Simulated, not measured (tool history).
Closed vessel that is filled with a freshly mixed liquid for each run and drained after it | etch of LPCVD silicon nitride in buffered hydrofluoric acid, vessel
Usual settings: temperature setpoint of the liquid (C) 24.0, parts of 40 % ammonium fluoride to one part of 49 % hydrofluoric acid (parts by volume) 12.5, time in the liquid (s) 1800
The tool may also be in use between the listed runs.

run,hour,temperature setpoint of the liquid (C),parts of 40 % ammonium fluoride to one part of 49 % hydrofluoric acid (parts by volume),time in the liquid (s),wafers since the last listed run,hours since the thermometer was replaced,hours since the hydrofluoric acid flow meter was replaced,hours since the gauge calibration,"read-back film thickness of the LPCVD silicon nitride reference wafer, read on the same gauge (nm)",thickness taken off the LPCVD silicon nitride on a monitor wafer (Å)
1,0.0,24.0,9.5,1800,0,1685.6,1483.1,1698.6,120.04,291.5
2,45.9,24.0,9.5,1800,1239,1731.5,1529.0,1744.5,120.02,294.1
3,71.0,22.0,12.5,1800,678,1756.6,1554.1,1769.6,120.03,208.7
4,108.2,24.0,10.5,1540,1004,1793.8,1591.3,1806.8,119.96,235.6
# hour 124.3: hydrofluoric acid flow meter replaced
5,258.8,24.0,10.5,1540,4041,1944.4,134.5,1957.4,119.98,226.1
6,318.1,24.0,12.5,1800,1601,2003.7,193.8,2016.7,119.98,222.6
7,387.9,24.0,12.5,1800,1885,2073.5,263.6,2086.5,119.99,223.8
8,418.4,24.0,12.5,1800,823,2104.0,294.1,2117.0,119.98,223.2
9,442.9,24.0,8.5,1800,661,2128.5,318.6,2141.5,120.01,318.7
10,506.8,24.0,9.0,1800,1726,2192.4,382.5,2205.4,119.99,302.0
11,548.1,24.0,9.0,1800,1115,2233.7,423.8,2246.7,120.01,301.2
# hour 592.8: gauge calibrated
12,602.4,27.5,11.0,2335,1466,2288.0,478.1,9.6,119.98,400.3
13,673.7,22.5,16.0,1420,1925,2359.3,549.4,80.9,119.98,129.4
14,711.3,26.5,12.5,1350,1015,2396.9,587.0,118.5,120.03,195.7
# hour 743.9: thermometer replaced
15,754.4,24.0,12.5,1800,1137,10.5,630.1,161.6,120.00,221.2
16,788.7,24.0,9.0,1505,926,44.8,664.4,195.9,119.99,247.1
17,821.3,24.0,12.5,1800,880,77.4,697.0,228.5,119.99,223.8
18,855.3,24.0,12.5,2520,918,111.4,731.0,262.5,119.99,314.4
19,920.4,24.0,9.0,1800,1758,176.5,796.1,327.6,119.96,300.2
20,949.4,19.5,14.0,1800,783,205.5,825.1,356.6,120.00,156.6
21,990.0,22.0,8.0,1005,1096,246.1,865.7,397.2,119.97,169.3
22,1055.7,20.0,12.5,1800,1774,311.8,931.4,462.9,120.01,181.6
23,1111.6,24.0,12.5,1800,1509,367.7,987.3,518.8,120.01,226.5
24,1179.0,24.0,10.0,1800,1820,435.1,1054.7,586.2,119.99,277.9
25,1219.3,24.0,11.0,2330,1088,475.4,1095.0,626.5,119.99,331.7
26,1243.8,28.0,12.5,1800,661,499.9,1119.5,651.0,119.98,281.5
27,1274.6,20.0,11.0,915,831,530.7,1150.3,681.8,120.01,105.4
28,1310.1,24.0,12.5,1800,958,566.2,1185.8,717.3,120.01,227.3
29,1376.9,25.5,15.0,1315,1804,633.0,1252.6,784.1,119.99,153.0
30,1438.9,26.0,12.5,1395,1674,695.0,1314.6,846.1,120.01,198.4
31,1471.7,24.0,14.0,1255,886,727.8,1347.4,878.9,120.00,143.7

5 options for the next run, each taken on its own from the tool as it stands now. Forecast them:
A,1472.8,24.0,12.5,1800,29,728.9,1348.5,880.0,?,?
B,1472.8,24.0,15.0,2445,29,728.9,1348.5,880.0,?,?
C,1472.8,25.5,14.5,1800,29,728.9,1348.5,880.0,?,?
D,1472.8,28.5,11.0,1800,29,728.9,1348.5,880.0,?,?
E,1472.8,21.5,12.5,830,29,728.9,1348.5,880.0,?,?

run,"read-back film thickness of the LPCVD silicon nitride reference wafer, read on the same gauge (nm)",thickness taken off the LPCVD silicon nitride on a monitor wafer (Å)
A,120.02,228.3
B,120.02,259.4
C,120.02,214.2
D,120.02,329.3
E,120.02,91.8
Take away the tool's hidden state, keep each run's random variation, and the runs would have read:
run,thickness taken off the LPCVD silicon nitride on a monitor wafer (Å)
A,214.9
B,244.1
C,201.6
D,310.1
E,86.4

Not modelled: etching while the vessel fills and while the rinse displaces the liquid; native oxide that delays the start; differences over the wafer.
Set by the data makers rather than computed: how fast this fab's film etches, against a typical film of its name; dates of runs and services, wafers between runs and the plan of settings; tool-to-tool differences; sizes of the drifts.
